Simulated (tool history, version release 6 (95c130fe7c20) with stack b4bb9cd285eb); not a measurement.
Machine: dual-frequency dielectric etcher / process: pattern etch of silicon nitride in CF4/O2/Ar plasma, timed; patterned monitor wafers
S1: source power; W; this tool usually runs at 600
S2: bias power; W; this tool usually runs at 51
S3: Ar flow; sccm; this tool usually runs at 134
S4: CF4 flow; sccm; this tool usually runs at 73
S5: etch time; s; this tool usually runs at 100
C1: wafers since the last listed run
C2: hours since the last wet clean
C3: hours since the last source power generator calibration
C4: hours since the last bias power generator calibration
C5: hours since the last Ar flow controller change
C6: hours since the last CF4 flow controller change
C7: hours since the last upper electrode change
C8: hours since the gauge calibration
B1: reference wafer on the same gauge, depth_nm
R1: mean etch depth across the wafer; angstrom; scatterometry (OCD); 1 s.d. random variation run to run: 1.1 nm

run 1 hour=0 | S1=600 S2=51 S3=134 S4=73 S5=100 | C1=0 C2=276.6 C3=1231.6 C4=3992.2 C5=4937.8 C6=73.5 C7=2073.3 C8=140.6 | B1=180.9 | R1=1955
run 2 hour=52.3 | S1=600 S2=51 S3=134 S4=73 S5=100 | C1=584 C2=328.9 C3=1283.9 C4=4044.5 C5=4990.1 C6=125.8 C7=2125.6 C8=192.9 | B1=181 | R1=1969
-- hour=215.3 Ar flow controller replaced
run 3 hour=259.2 | S1=600 S2=51 S3=134 S4=73 S5=100 | C1=2243 C2=535.8 C3=1490.8 C4=4251.4 C5=43.9 C6=332.7 C7=2332.5 C8=399.8 | B1=180.9 | R1=1966
run 4 hour=289.9 | S1=600 S2=51 S3=134 S4=73 S5=100 | C1=342 C2=566.5 C3=1521.5 C4=4282.1 C5=74.6 C6=363.4 C7=2363.2 C8=430.5 | B1=181 | R1=1934
-- hour=312.9 bias power generator calibrated
-- hour=345.5 wet clean of the chamber
run 5 hour=354.5 | S1=600 S2=51 S3=134 S4=73 S5=100 | C1=408 C2=9 C3=1586.1 C4=41.6 C5=139.2 C6=428 C7=2427.8 C8=495.1 | B1=181.1 | R1=1984
run 6 hour=416.8 | S1=600 S2=51 S3=134 S4=73 S5=100 | C1=695 C2=71.3 C3=1648.4 C4=103.9 C5=201.5 C6=490.3 C7=2490.1 C8=557.4 | B1=180.9 | R1=1975
-- hour=423.7 source power generator calibrated
run 7 hour=484.8 | S1=600 S2=51 S3=134 S4=73 S5=100 | C1=714 C2=139.3 C3=61.1 C4=171.9 C5=269.5 C6=558.3 C7=2558.1 C8=625.4 | B1=181.1 | R1=1958
run 8 hour=521.2 | S1=600 S2=51 S3=100 S4=59 S5=128.5 | C1=406 C2=175.7 C3=97.5 C4=208.3 C5=305.9 C6=594.7 C7=2594.5 C8=661.8 | B1=180.9 | R1=2618
run 9 hour=565.2 | S1=600 S2=51 S3=134 S4=68 S5=128 | C1=491 C2=219.7 C3=141.5 C4=252.3 C5=349.9 C6=638.7 C7=2638.5 C8=705.8 | B1=181 | R1=2502
run 10 hour=601.1 | S1=600 S2=51 S3=134 S4=73 S5=100 | C1=400 C2=255.6 C3=177.4 C4=288.2 C5=385.8 C6=674.6 C7=2674.4 C8=741.7 | B1=180.8 | R1=1974
-- hour=670.9 upper electrode replaced
run 11 hour=671.4 | S1=600 S2=51 S3=165 S4=73 S5=100 | C1=517 C2=325.9 C3=247.7 C4=358.5 C5=456.1 C6=744.9 C7=0.5 C8=812 | B1=181 | R1=1869
run 12 hour=680.9 | S1=710 S2=51 S3=134 S4=73 S5=77 | C1=106 C2=335.4 C3=257.2 C4=368 C5=465.6 C6=754.4 C7=10 C8=821.5 | B1=180.9 | R1=1780
run 13 hour=729.9 | S1=600 S2=51 S3=134 S4=73 S5=100 | C1=547 C2=384.4 C3=306.2 C4=417 C5=514.6 C6=803.4 C7=59 C8=870.5 | B1=181 | R1=1972
run 14 hour=775.4 | S1=600 S2=51 S3=134 S4=73 S5=100 | C1=508 C2=429.9 C3=351.7 C4=462.5 C5=560.1 C6=848.9 C7=104.5 C8=916 | B1=181 | R1=1937
run 15 hour=826.1 | S1=600 S2=51 S3=164 S4=90 S5=100 | C1=566 C2=480.6 C3=402.4 C4=513.2 C5=610.8 C6=899.6 C7=155.2 C8=966.7 | B1=181.1 | R1=1922
run 16 hour=893 | S1=600 S2=51 S3=134 S4=73 S5=85 | C1=747 C2=547.5 C3=469.3 C4=580.1 C5=677.7 C6=966.5 C7=222.1 C8=1033.6 | B1=181.3 | R1=1655
run 17 hour=959.7 | S1=600 S2=51 S3=109 S4=73 S5=121 | C1=744 C2=614.2 C3=536 C4=646.8 C5=744.4 C6=1033.2 C7=288.8 C8=1100.3 | B1=180.7 | R1=2474
run 18 hour=1005.3 | S1=600 S2=51 S3=134 S4=89 S5=100 | C1=509 C2=659.8 C3=581.6 C4=692.4 C5=790 C6=1078.8 C7=334.4 C8=1145.9 | B1=180.8 | R1=1994
-- hour=1065.8 wet clean of the chamber
run 19 hour=1072.2 | S1=600 S2=51 S3=134 S4=73 S5=100 | C1=479 C2=6.4 C3=648.5 C4=759.3 C5=856.9 C6=1145.7 C7=401.3 C8=1212.8 | B1=181.3 | R1=1992
run 20 hour=1134.6 | S1=600 S2=57 S3=164 S4=87 S5=100 | C1=696 C2=68.8 C3=710.9 C4=821.7 C5=919.3 C6=1208.1 C7=463.7 C8=1275.2 | B1=181 | R1=2017
run 21 hour=1190.2 | S1=600 S2=51 S3=122 S4=73 S5=100 | C1=620 C2=124.4 C3=766.5 C4=877.3 C5=974.9 C6=1263.7 C7=519.3 C8=1330.8 | B1=180.9 | R1=2001
run 22 hour=1231.4 | S1=600 S2=51 S3=102 S4=73 S5=100 | C1=460 C2=165.6 C3=807.7 C4=918.5 C5=1016.1 C6=1304.9 C7=560.5 C8=1372 | B1=180.9 | R1=2101

Per-run results on a tool with no hidden state, each run keeping its own random variation:
What the log doesn't record here: etch rate over this chamber's usual, %; source power that arrives over what is set, %; bias power that arrives over what is set, %; Ar flow that arrives over what is set, %; CF4 flow that arrives over what is set, %; gauge reads high (%).
run=1 R1=1975
run=2 R1=1993
run=3 R1=2006
run=4 R1=1977
run=5 R1=1980
run=6 R1=1976
run=7 R1=1964
run=8 R1=2630
run=9 R1=2518
run=10 R1=1989
run=11 R1=1889
run=12 R1=1799
run=13 R1=1997
run=14 R1=1966
run=15 R1=1955
run=16 R1=1688
run=17 R1=2530
run=18 R1=2043
run=19 R1=1993
run=20 R1=2023
run=21 R1=2011
run=22 R1=2115
